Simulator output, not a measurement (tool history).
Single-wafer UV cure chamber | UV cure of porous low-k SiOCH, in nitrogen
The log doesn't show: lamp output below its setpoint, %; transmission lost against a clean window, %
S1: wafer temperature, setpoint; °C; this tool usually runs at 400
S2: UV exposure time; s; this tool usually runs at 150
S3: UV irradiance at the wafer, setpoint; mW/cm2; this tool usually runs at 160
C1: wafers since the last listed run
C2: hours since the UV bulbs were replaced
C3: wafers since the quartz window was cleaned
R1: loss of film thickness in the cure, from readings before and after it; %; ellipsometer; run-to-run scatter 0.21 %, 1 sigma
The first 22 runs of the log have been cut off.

{"run": 23, "hour": 248.8, "S1": 384, "S2": 240, "S3": 160, "C1": 42, "C2": 1070, "C3": 2017, "R1": 15.444}
{"run": 24, "hour": 257.6, "S1": 415, "S2": 205, "S3": 175, "C1": 39, "C2": 1078.8, "C3": 2057, "R1": 15.56}
{"run": 25, "hour": 269.0, "S1": 413, "S2": 150, "S3": 160, "C1": 51, "C2": 1090.2, "C3": 2109, "R1": 13.291}
{"run": 26, "hour": 277.1, "S1": 400, "S2": 150, "S3": 160, "C1": 36, "C2": 1098.3, "C3": 2146, "R1": 12.879}
{"run": 27, "hour": 284.5, "S1": 400, "S2": 95, "S3": 144, "C1": 33, "C2": 1105.7, "C3": 2179, "R1": 9.582}
{"run": 28, "hour": 290.6, "S1": 400, "S2": 85, "S3": 160, "C1": 27, "C2": 1111.8, "C3": 2207, "R1": 9.614}
{"hour": 305.0, "done": "UV bulbs replaced"}
{"hour": 315.0, "done": "quartz window cleaned"}
{"run": 29, "hour": 315.5, "S1": 415, "S2": 150, "S3": 146, "C1": 40, "C2": 10.5, "C3": 2, "R1": 16.564}
{"run": 30, "hour": 321.5, "S1": 400, "S2": 90, "S3": 181, "C1": 27, "C2": 16.5, "C3": 29, "R1": 14.343}
{"run": 31, "hour": 337.8, "S1": 394, "S2": 65, "S3": 189, "C1": 73, "C2": 32.8, "C3": 103, "R1": 12.374}
{"run": 32, "hour": 351.2, "S1": 400, "S2": 95, "S3": 175, "C1": 60, "C2": 46.2, "C3": 164, "R1": 13.885}
{"run": 33, "hour": 365.5, "S1": 400, "S2": 150, "S3": 160, "C1": 64, "C2": 60.5, "C3": 229, "R1": 16.552}
{"run": 34, "hour": 377.1, "S1": 380, "S2": 115, "S3": 160, "C1": 52, "C2": 72.1, "C3": 281, "R1": 14.474}
{"run": 35, "hour": 389.5, "S1": 388, "S2": 75, "S3": 133, "C1": 56, "C2": 84.5, "C3": 337, "R1": 10.94}
{"run": 36, "hour": 401.4, "S1": 394, "S2": 190, "S3": 195, "C1": 53, "C2": 96.4, "C3": 391, "R1": 18.796}
{"run": 37, "hour": 413.8, "S1": 415, "S2": 205, "S3": 148, "C1": 56, "C2": 108.8, "C3": 448, "R1": 17.379}

Predict the results of run 38:
{"run": 38, "hour": 421.0, "S1": 415, "S2": 100, "S3": 173, "C1": 32, "C2": 116, "C3": 480, "R1": "?"}

{"run 38": {"R1": 13.935}}
Had the tool carried no hidden state, the very same run would have given R1 14.852 %.
